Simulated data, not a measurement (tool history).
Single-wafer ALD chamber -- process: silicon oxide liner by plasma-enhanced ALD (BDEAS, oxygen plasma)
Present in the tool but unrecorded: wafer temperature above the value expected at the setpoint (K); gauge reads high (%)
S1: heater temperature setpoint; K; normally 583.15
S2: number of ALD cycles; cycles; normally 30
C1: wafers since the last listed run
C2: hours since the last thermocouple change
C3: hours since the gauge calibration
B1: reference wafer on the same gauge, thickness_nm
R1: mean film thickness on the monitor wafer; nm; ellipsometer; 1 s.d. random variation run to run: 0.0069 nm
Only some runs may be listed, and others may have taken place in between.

Run 1, hour 0: usual settings; C1 0; C2 542.8; C3 251.7; B1 2.48. Result: R1 2.737 nm.
Run 2, hour 48.7: usual settings; C1 717; C2 591.5; C3 300.4; B1 2.475. Result: R1 2.735 nm.
Run 3, hour 80: usual settings but S2 29 cycles; C1 461; C2 622.8; C3 331.7; B1 2.472. Result: R1 2.647 nm.
Run 4, hour 104.5: usual settings but S2 29 cycles; C1 361; C2 647.3; C3 356.2; B1 2.473. Result: R1 2.64 nm.
Run 5, hour 174.1: usual settings but S1 590.15 K, S2 33 cycles; C1 1025; C2 716.9; C3 425.8; B1 2.462. Result: R1 2.974 nm.
Run 6, hour 238: usual settings; C1 941; C2 780.8; C3 489.7; B1 2.455. Result: R1 2.714 nm.
At hour 264.9: gauge calibrated.
Run 7, hour 278.9: usual settings; C1 602; C2 821.7; C3 14; B1 2.489. Result: R1 2.76 nm.
Run 8, hour 313.9: usual settings but S1 590.15 K, S2 32 cycles; C1 515; C2 856.7; C3 49; B1 2.486. Result: R1 2.911 nm.
Run 9, hour 372.8: usual settings but S1 590.15 K, S2 32 cycles; C1 868; C2 915.6; C3 107.9; B1 2.486. Result: R1 2.9 nm.
Run 10, hour 415.3: usual settings but S2 25 cycles; C1 626; C2 958.1; C3 150.4; B1 2.483. Result: R1 2.287 nm.
Run 11, hour 477.2: usual settings but S1 590.15 K, S2 33 cycles; C1 912; C2 1020; C3 212.3; B1 2.481. Result: R1 3.002 nm.
At hour 533.3: thermocouple changed; heater temperature recalibrated.
Run 12, hour 533.8: usual settings but S1 588.15 K, S2 25 cycles; C1 716; C2 0.5; C3 268.9; B1 2.48. Result: R1 2.268 nm.
Run 13, hour 577.5: usual settings; C1 644; C2 44.2; C3 312.6; B1 2.473. Result: R1 2.734 nm.
Run 14, hour 644.1: usual settings but S1 589.15 K, S2 27 cycles; C1 981; C2 110.8; C3 379.2; B1 2.471. Result: R1 2.431 nm.
Run 15, hour 678.4: usual settings but S1 568.15 K, S2 33 cycles; C1 505; C2 145.1; C3 413.5; B1 2.464. Result: R1 3.094 nm.

Forecast each of these 5 alternatives for the next run:
Run A, hour 678.8: usual settings but S2 32 cycles; C1 5; C2 145.5; C3 413.9; B1 ?. Result: R1 ?.
Run B, hour 678.8: usual settings but S1 568.15 K, S2 27 cycles; C1 5; C2 145.5; C3 413.9; B1 ?. Result: R1 ?.
Run C, hour 678.8: usual settings but S1 591.15 K; C1 5; C2 145.5; C3 413.9; B1 ?. Result: R1 ?.
Run D, hour 678.8: usual settings but S1 575.15 K; C1 5; C2 145.5; C3 413.9; B1 ?. Result: R1 ?.
Run E, hour 678.8: usual settings but S2 26 cycles; C1 5; C2 145.5; C3 413.9; B1 ?. Result: R1 ?.

run     B1     R1
  A  2.464  2.908
  B  2.464  2.527
  C  2.464  2.697
  D  2.464  2.756
  E  2.464  2.363
The same runs, with their run-to-run variation unchanged, on a tool lacking any hidden condition would have given:
run     R1
  A  2.939
  B  2.555
  C  2.726
  D  2.785
  E  2.388
